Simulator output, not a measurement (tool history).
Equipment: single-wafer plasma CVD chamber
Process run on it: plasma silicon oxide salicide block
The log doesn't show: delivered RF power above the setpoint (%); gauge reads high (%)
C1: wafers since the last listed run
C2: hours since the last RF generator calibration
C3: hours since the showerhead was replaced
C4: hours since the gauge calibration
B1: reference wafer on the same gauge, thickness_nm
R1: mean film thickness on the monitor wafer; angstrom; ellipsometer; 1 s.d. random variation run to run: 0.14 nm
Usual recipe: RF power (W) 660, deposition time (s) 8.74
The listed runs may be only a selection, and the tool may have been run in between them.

Run 1, hour 0: usual settings; C1 0; C2 1150.3; C3 7027; C4 122.2; B1 108.854. Result: R1 948.8 angstrom.
Run 2, hour 10.4: usual settings but RF power (W) 745; C1 290; C2 1160.7; C3 7037.4; C4 132.6; B1 108.894. Result: R1 978.41 angstrom.
Run 3, hour 27.4: usual settings but RF power (W) 700; C1 474; C2 1177.7; C3 7054.4; C4 149.6; B1 109.003. Result: R1 960.73 angstrom.
Run 4, hour 45.3: usual settings but RF power (W) 700; C1 499; C2 1195.6; C3 7072.3; C4 167.5; B1 108.951. Result: R1 962.32 angstrom.
Run 5, hour 59.3: usual settings but RF power (W) 700; C1 390; C2 1209.6; C3 7086.3; C4 181.5; B1 109.079. Result: R1 962.31 angstrom.
Run 6, hour 71.9: usual settings; C1 351; C2 1222.2; C3 7098.9; C4 194.1; B1 109.036. Result: R1 950 angstrom.
At hour 84.3: RF generator calibrated.
Run 7, hour 84.8: usual settings; C1 136; C2 0.5; C3 7111.8; C4 207; B1 109.062. Result: R1 947.07 angstrom.
Run 8, hour 90.4: usual settings; C1 156; C2 6.1; C3 7117.4; C4 212.6; B1 109.053. Result: R1 949.3 angstrom.
At hour 101.1: showerhead replaced.
Run 9, hour 101.8: usual settings but RF power (W) 590; C1 94; C2 17.5; C3 0.7; C4 224; B1 109.159. Result: R1 923.9 angstrom.
Run 10, hour 110: usual settings but RF power (W) 590; C1 228; C2 25.7; C3 8.9; C4 232.2; B1 109.093. Result: R1 925.28 angstrom.
At hour 116.8: gauge calibrated.
Run 11, hour 124.4: usual settings but RF power (W) 590; C1 401; C2 40.1; C3 23.3; C4 7.6; B1 108.256. Result: R1 919.27 angstrom.
Run 12, hour 131: usual settings but RF power (W) 630; C1 184; C2 46.7; C3 29.9; C4 14.2; B1 108.339. Result: R1 932.52 angstrom.
Run 13, hour 141.4: usual settings but RF power (W) 585, deposition time (s) 9.65; C1 290; C2 57.1; C3 40.3; C4 24.6; B1 108.367. Result: R1 1011.34 angstrom.
Run 14, hour 152.5: usual settings; C1 309; C2 68.2; C3 51.4; C4 35.7; B1 108.561. Result: R1 945.48 angstrom.
Run 15, hour 162.1: usual settings; C1 267; C2 77.8; C3 61; C4 45.3; B1 108.59. Result: R1 945.41 angstrom.
Run 16, hour 170.8: usual settings but RF power (W) 610, deposition time (s) 7.54; C1 242; C2 86.5; C3 69.7; C4 54; B1 108.687. Result: R1 798.8 angstrom.
Run 17, hour 182.1: usual settings; C1 315; C2 97.8; C3 81; C4 65.3; B1 108.695. Result: R1 947.99 angstrom.
Run 18, hour 197.1: usual settings but RF power (W) 745; C1 418; C2 112.8; C3 96; C4 80.3; B1 108.824. Result: R1 975.37 angstrom.
Run 19, hour 206.4: usual settings; C1 259; C2 122.1; C3 105.3; C4 89.6; B1 108.922. Result: R1 946.74 angstrom.
Run 20, hour 215: usual settings but RF power (W) 725, deposition time (s) 10.26; C1 239; C2 130.7; C3 113.9; C4 98.2; B1 108.908. Result: R1 1134.8 angstrom.
Run 21, hour 221.8: usual settings but RF power (W) 780, deposition time (s) 9.77; C1 189; C2 137.5; C3 120.7; C4 105; B1 108.958. Result: R1 1103.7 angstrom.
Run 22, hour 228: usual settings but RF power (W) 745, deposition time (s) 8.02; C1 172; C2 143.7; C3 126.9; C4 111.2; B1 108.916. Result: R1 895.92 angstrom.
Run 23, hour 235.5: usual settings but RF power (W) 585, deposition time (s) 8.14; C1 209; C2 151.2; C3 134.4; C4 118.7; B1 108.994. Result: R1 858.6 angstrom.
Run 24, hour 242: usual settings but RF power (W) 775, deposition time (s) 7.61; C1 181; C2 157.7; C3 140.9; C4 125.2; B1 109.026. Result: R1 858.88 angstrom.
Run 25, hour 253.3: usual settings but RF power (W) 745, deposition time (s) 9.5; C1 315; C2 169; C3 152.2; C4 136.5; B1 109.056. Result: R1 1061.32 angstrom.

Hidden state at the last listed run before each entry between runs and at the first one after, where it differs:
In the gap between runs 6 and 7: RF generator calibrated (hour 84.3)
  gauge reads high (%): 0.971 -> 0.983
  measured result minus the result with no hidden state, R1: +9.14 -> +9.22 angstrom
In the gap between runs 8 and 9: showerhead replaced (hour 101.1)
  gauge reads high (%): 0.988 -> 0.997
  measured result minus the result with no hidden state, R1: +9.29 -> +9.11 angstrom
In the gap between runs 10 and 11: gauge calibrated (hour 116.8)
  gauge reads high (%): 1 -> 0.256
  measured result minus the result with no hidden state, R1: +9.18 -> +2.34 angstrom
